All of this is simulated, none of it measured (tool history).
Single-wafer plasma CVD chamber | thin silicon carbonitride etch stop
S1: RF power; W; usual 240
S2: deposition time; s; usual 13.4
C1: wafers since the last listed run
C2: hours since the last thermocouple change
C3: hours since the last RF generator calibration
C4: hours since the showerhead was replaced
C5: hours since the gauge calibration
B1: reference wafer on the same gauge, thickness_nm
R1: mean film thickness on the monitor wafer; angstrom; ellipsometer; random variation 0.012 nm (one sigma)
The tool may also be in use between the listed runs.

run 1 hour=0 | S1=240 S2=15.4 | C1=0 C2=897.6 C3=1073.7 C4=3125.6 C5=2200.9 | B1=8.1 | R1=94.5
run 2 hour=105.2 | S1=240 S2=12.8 | C1=4288 C2=1002.8 C3=1178.9 C4=3230.8 C5=2306.1 | B1=8.098 | R1=78.23
run 3 hour=163.1 | S1=200 S2=14.1 | C1=2360 C2=1060.7 C3=1236.8 C4=3288.7 C5=2364 | B1=8.101 | R1=80.23
run 4 hour=268.9 | S1=200 S2=14.1 | C1=4312 C2=1166.5 C3=1342.6 C4=3394.5 C5=2469.8 | B1=8.097 | R1=80.21
-- hour=316.3 RF generator calibrated
-- hour=330.5 gauge calibrated
run 5 hour=342.1 | S1=200 S2=14.1 | C1=2657 C2=1239.7 C3=25.8 C4=3467.7 C5=11.6 | B1=8.104 | R1=81
run 6 hour=421.3 | S1=240 S2=14.6 | C1=3228 C2=1318.9 C3=105 C4=3546.9 C5=90.8 | B1=8.099 | R1=89.99
run 7 hour=521.5 | S1=240 S2=14.6 | C1=4084 C2=1419.1 C3=205.2 C4=3647.1 C5=191 | B1=8.102 | R1=89.86
run 8 hour=558.2 | S1=240 S2=14.6 | C1=1496 C2=1455.8 C3=241.9 C4=3683.8 C5=227.7 | B1=8.101 | R1=90
run 9 hour=612.3 | S1=240 S2=13.4 | C1=2205 C2=1509.9 C3=296 C4=3737.9 C5=281.8 | B1=8.099 | R1=82.61
run 10 hour=701.9 | S1=240 S2=13.4 | C1=3652 C2=1599.5 C3=385.6 C4=3827.5 C5=371.4 | B1=8.1 | R1=82.27
run 11 hour=795.2 | S1=240 S2=12.4 | C1=3803 C2=1692.8 C3=478.9 C4=3920.8 C5=464.7 | B1=8.102 | R1=75.85
run 12 hour=867.1 | S1=240 S2=12.4 | C1=2931 C2=1764.7 C3=550.8 C4=3992.7 C5=536.6 | B1=8.098 | R1=75.79
run 13 hour=958.4 | S1=240 S2=12.4 | C1=3721 C2=1856 C3=642.1 C4=4084 C5=627.9 | B1=8.099 | R1=75.99
run 14 hour=1006 | S1=240 S2=13.4 | C1=1940 C2=1903.6 C3=689.7 C4=4131.6 C5=675.5 | B1=8.1 | R1=82.04
run 15 hour=1046.8 | S1=195 S2=16 | C1=1663 C2=1944.4 C3=730.5 C4=4172.4 C5=716.3 | B1=8.099 | R1=90.06
run 16 hour=1123.9 | S1=275 S2=11 | C1=3142 C2=2021.5 C3=807.6 C4=4249.5 C5=793.4 | B1=8.1 | R1=71.03
run 17 hour=1183.1 | S1=255 S2=12.3 | C1=2413 C2=2080.7 C3=866.8 C4=4308.7 C5=852.6 | B1=8.098 | R1=76.99
run 18 hour=1276.3 | S1=260 S2=11.2 | C1=3799 C2=2173.9 C3=960 C4=4401.9 C5=945.8 | B1=8.102 | R1=70.58
run 19 hour=1323.3 | S1=240 S2=13.4 | C1=1915 C2=2220.9 C3=1007 C4=4448.9 C5=992.8 | B1=8.104 | R1=81.98
-- hour=1352.1 showerhead replaced
run 20 hour=1403.4 | S1=240 S2=13.4 | C1=2939 C2=2301 C3=1087.1 C4=51.3 C5=1072.9 | B1=8.098 | R1=81.68
-- hour=1421.2 thermocouple changed; heater temperature recalibrated
run 21 hour=1480.5 | S1=270 S2=13.4 | C1=2816 C2=59.3 C3=1164.2 C4=128.4 C5=1150 | B1=8.103 | R1=85.72
run 22 hour=1560.1 | S1=215 S2=11 | C1=3244 C2=138.9 C3=1243.8 C4=208 C5=1229.6 | B1=8.101 | R1=64.1
-- hour=1590.5 RF generator calibrated
run 23 hour=1657 | S1=280 S2=14.8 | C1=3624 C2=235.8 C3=66.5 C4=304.9 C5=1326.5 | B1=8.1 | R1=97.42
run 24 hour=1713.2 | S1=255 S2=11.7 | C1=2290 C2=292 C3=122.7 C4=361.1 C5=1382.7 | B1=8.099 | R1=74.09
run 25 hour=1793.7 | S1=275 S2=15.6 | C1=3281 C2=372.5 C3=203.2 C4=441.6 C5=1463.2 | B1=8.099 | R1=101.7
run 26 hour=1885.8 | S1=225 S2=14.3 | C1=3754 C2=464.6 C3=295.3 C4=533.7 C5=1555.3 | B1=8.103 | R1=85.58
run 27 hour=1942.9 | S1=260 S2=13.4 | C1=2327 C2=521.7 C3=352.4 C4=590.8 C5=1612.4 | B1=8.102 | R1=84.96
run 28 hour=1981.4 | S1=240 S2=13.4 | C1=1569 C2=560.2 C3=390.9 C4=629.3 C5=1650.9 | B1=8.102 | R1=82.35
run 29 hour=2042.1 | S1=240 S2=14.7 | C1=2474 C2=620.9 C3=451.6 C4=690 C5=1711.6 | B1=8.098 | R1=90.42
run 30 hour=2129.5 | S1=240 S2=13.4 | C1=3562 C2=708.3 C3=539 C4=777.4 C5=1799 | B1=8.099 | R1=82.04
run 31 hour=2178.4 | S1=275 S2=15.8 | C1=1993 C2=757.2 C3=587.9 C4=826.3 C5=1847.9 | B1=8.101 | R1=101.91
run 32 hour=2227 | S1=265 S2=11.2 | C1=1981 C2=805.8 C3=636.5 C4=874.9 C5=1896.5 | B1=8.1 | R1=71.55

Run 33 comes next. What will it give?
run 33 hour=2268.4 | S1=240 S2=13.4 | C1=1687 C2=847.2 C3=677.9 C4=916.3 C5=1937.9 | B1=? | R1=?

Run 33 gave B1 8.101, R1 82.15 angstrom.
Without the tool's hidden state the same run would have given R1 83.15 angstrom.
